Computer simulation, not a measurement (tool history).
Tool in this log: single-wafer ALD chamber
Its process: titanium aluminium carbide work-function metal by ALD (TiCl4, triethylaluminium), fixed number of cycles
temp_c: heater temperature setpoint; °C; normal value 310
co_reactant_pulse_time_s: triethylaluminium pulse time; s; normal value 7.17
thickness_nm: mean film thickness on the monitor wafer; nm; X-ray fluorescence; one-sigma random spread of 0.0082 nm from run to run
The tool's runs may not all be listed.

run,day,temp_c,co_reactant_pulse_time_s,"read-back reference wafer on the same gauge, thickness_nm",thickness_nm
1,0.000,310,7.17,2.266,2.029
2,1.783,310,7.17,2.260,2.034
3,4.642,310,7.17,2.265,2.035
4,7.175,310,7.17,2.264,2.035
5,11.542,313,7.17,2.260,2.043
6,14.400,310,6.43,2.259,1.984
7,16.696,310,8.67,2.259,2.073
8,18.892,310,8.67,2.262,2.095
9,23.029,310,7.17,2.254,2.007
10,26.071,310,7.17,2.261,2.002
11,30.488,310,7.17,2.260,2.015
12,32.371,315,7.17,2.261,2.038
13,34.850,310,7.17,2.262,1.999
14,38.504,317,9.01,2.261,2.140
# day 47.229: showerhead replaced
15,48.092,310,5.12,2.263,1.816
16,50.075,316,7.95,2.257,2.065
# day 51.650: triethylaluminium bottle replaced
17,54.496,310,7.17,2.262,1.846
# day 55.321: gauge calibrated
# day 56.621: thermocouple changed; heater temperature recalibrated
18,58.550,305,7.17,2.259,1.800
19,61.788,321,9.42,2.261,2.042
20,66.442,302,8.64,2.260,1.874
21,68.725,310,9.48,2.261,1.983
22,71.421,298,7.17,2.262,1.741
# day 71.908: triethylaluminium bottle replaced, repeated, since the last time left the tool worse
23,75.167,310,7.17,2.261,2.037
24,77.004,316,9.57,2.263,2.183
25,78.892,318,8.68,2.264,2.170
26,82.154,310,4.97,2.261,1.873
27,84.521,310,7.17,2.257,2.025
28,90.562,302,7.17,2.259,1.966
29,93.829,310,6.04,2.260,1.974
30,96.096,300,4.34,2.258,1.746
31,99.742,303,7.17,2.256,1.979
32,104.017,324,4.84,2.254,1.958

5 options for the next run, each taken on its own from the tool as it stands now. Forecast them:
A,104.033,310,7.17,?,?
B,104.033,322,8.69,?,?
C,104.033,321,5.05,?,?
D,104.033,298,6.35,?,?
E,104.033,318,9.78,?,?

run,"read-back reference wafer on the same gauge, thickness_nm",thickness_nm
A,2.255,2.032
B,2.255,2.193
C,2.255,1.955
D,2.255,1.895
E,2.255,2.198
Had the tool no hidden state, the same runs would have come out as:
run,thickness_nm
A,2.053
B,2.211
C,1.985
D,1.918
E,2.212

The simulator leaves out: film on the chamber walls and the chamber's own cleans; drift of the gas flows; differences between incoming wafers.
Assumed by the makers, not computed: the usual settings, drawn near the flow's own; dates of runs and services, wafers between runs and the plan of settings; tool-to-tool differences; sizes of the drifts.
